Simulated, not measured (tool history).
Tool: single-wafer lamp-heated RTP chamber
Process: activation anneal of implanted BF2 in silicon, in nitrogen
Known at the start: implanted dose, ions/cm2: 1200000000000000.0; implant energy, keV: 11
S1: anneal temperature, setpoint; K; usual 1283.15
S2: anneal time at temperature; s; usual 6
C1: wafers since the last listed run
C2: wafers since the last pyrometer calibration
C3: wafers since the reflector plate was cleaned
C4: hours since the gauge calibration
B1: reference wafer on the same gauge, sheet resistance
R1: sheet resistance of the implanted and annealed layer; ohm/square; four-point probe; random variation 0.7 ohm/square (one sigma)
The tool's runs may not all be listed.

| run | hour | S1 | S2 | C1 | C2 | C3 | C4 | B1 | R1 |
|---|---|---|---|---|---|---|---|---|---|
| 1 | 0.0 | 1283.15 | 6 | 0 | 6372 | 3183 | 404.9 | 269.94 | 241.87 |
| 2 | 62.4 | 1283.15 | 6 | 598 | 6971 | 3782 | 467.3 | 270.00 | 239.86 |
|  | 128.8 | pyrometer window cleaned and pyrometer calibrated |
| 3 | 156.6 | 1274.15 | 6 | 827 | 267 | 4610 | 561.5 | 269.96 | 265.73 |
| 4 | 219.3 | 1274.15 | 6 | 601 | 868 | 5211 | 624.2 | 270.04 | 267.14 |
| 5 | 270.6 | 1274.15 | 6 | 492 | 1361 | 5704 | 675.5 | 269.92 | 265.20 |
| 6 | 328.8 | 1272.15 | 4 | 558 | 1920 | 6263 | 733.7 | 269.96 | 281.52 |
| 7 | 388.3 | 1272.15 | 4 | 571 | 2491 | 6834 | 793.2 | 269.98 | 282.87 |
| 8 | 473.6 | 1272.15 | 4 | 818 | 3309 | 7652 | 878.5 | 269.93 | 279.58 |
| 9 | 514.2 | 1303.15 | 6 | 389 | 3699 | 8042 | 919.1 | 269.87 | 209.55 |
| 10 | 585.5 | 1283.15 | 6 | 684 | 4384 | 8726 | 990.4 | 269.92 | 244.23 |
|  | 603.6 | gauge calibrated |
| 11 | 637.3 | 1283.15 | 6 | 497 | 4881 | 9224 | 33.7 | 270.11 | 243.00 |
| 12 | 714.9 | 1283.15 | 6 | 744 | 5626 | 9969 | 111.3 | 269.94 | 239.61 |
| 13 | 777.7 | 1283.15 | 6 | 602 | 6228 | 10571 | 174.1 | 269.93 | 239.01 |
|  | 820.2 | pyrometer window cleaned and pyrometer calibrated |
| 14 | 824.8 | 1283.15 | 8 | 375 | 44 | 10947 | 221.2 | 270.12 | 234.99 |
| 15 | 921.6 | 1254.15 | 9 | 929 | 973 | 11876 | 318.0 | 270.21 | 285.74 |
| 16 | 999.6 | 1256.15 | 8 | 748 | 1722 | 12625 | 396.0 | 270.05 | 284.81 |
|  | 1018.5 | reflector plate cleaned |
| 17 | 1057.8 | 1283.15 | 6 | 481 | 2204 | 377 | 454.2 | 269.98 | 249.46 |
| 18 | 1128.3 | 1283.15 | 3 | 676 | 2880 | 1054 | 524.7 | 269.96 | 272.26 |
| 19 | 1186.0 | 1269.15 | 5 | 553 | 3434 | 1608 | 582.4 | 269.97 | 281.09 |
| 20 | 1232.5 | 1274.15 | 6 | 446 | 3880 | 2054 | 628.9 | 269.86 | 264.32 |
| 21 | 1296.7 | 1261.15 | 9 | 616 | 4497 | 2670 | 693.1 | 270.11 | 273.29 |
|  | 1439.1 | gauge calibrated |
|  | 1561.2 | pyrometer window cleaned and pyrometer calibrated |
| 22 | 1578.4 | 1307.15 | 8 | 2627 | 165 | 5297 | 139.3 | 269.89 | 192.92 |
| 23 | 1637.4 | 1265.15 | 6 | 566 | 731 | 5864 | 198.3 | 270.12 | 283.59 |

Forecast each of these 4 alternatives for the next run:
| A | 1637.8 | 1283.15 | 6 | 3 | 735 | 5868 | 198.7 | ? | ? |
| B | 1637.8 | 1262.15 | 6 | 3 | 735 | 5868 | 198.7 | ? | ? |
| C | 1637.8 | 1291.15 | 5 | 3 | 735 | 5868 | 198.7 | ? | ? |
| D | 1637.8 | 1255.15 | 4 | 3 | 735 | 5868 | 198.7 | ? | ? |

| run | B1 | R1 |
|---|---|---|
| A | 269.96 | 251.17 |
| B | 269.96 | 291.37 |
| C | 269.96 | 243.83 |
| D | 269.96 | 318.71 |
Without the tool's hidden state the same runs would have given:
| run | R1 |
|---|---|
| A | 253.45 |
| B | 293.89 |
| C | 246.01 |
| D | 321.19 |

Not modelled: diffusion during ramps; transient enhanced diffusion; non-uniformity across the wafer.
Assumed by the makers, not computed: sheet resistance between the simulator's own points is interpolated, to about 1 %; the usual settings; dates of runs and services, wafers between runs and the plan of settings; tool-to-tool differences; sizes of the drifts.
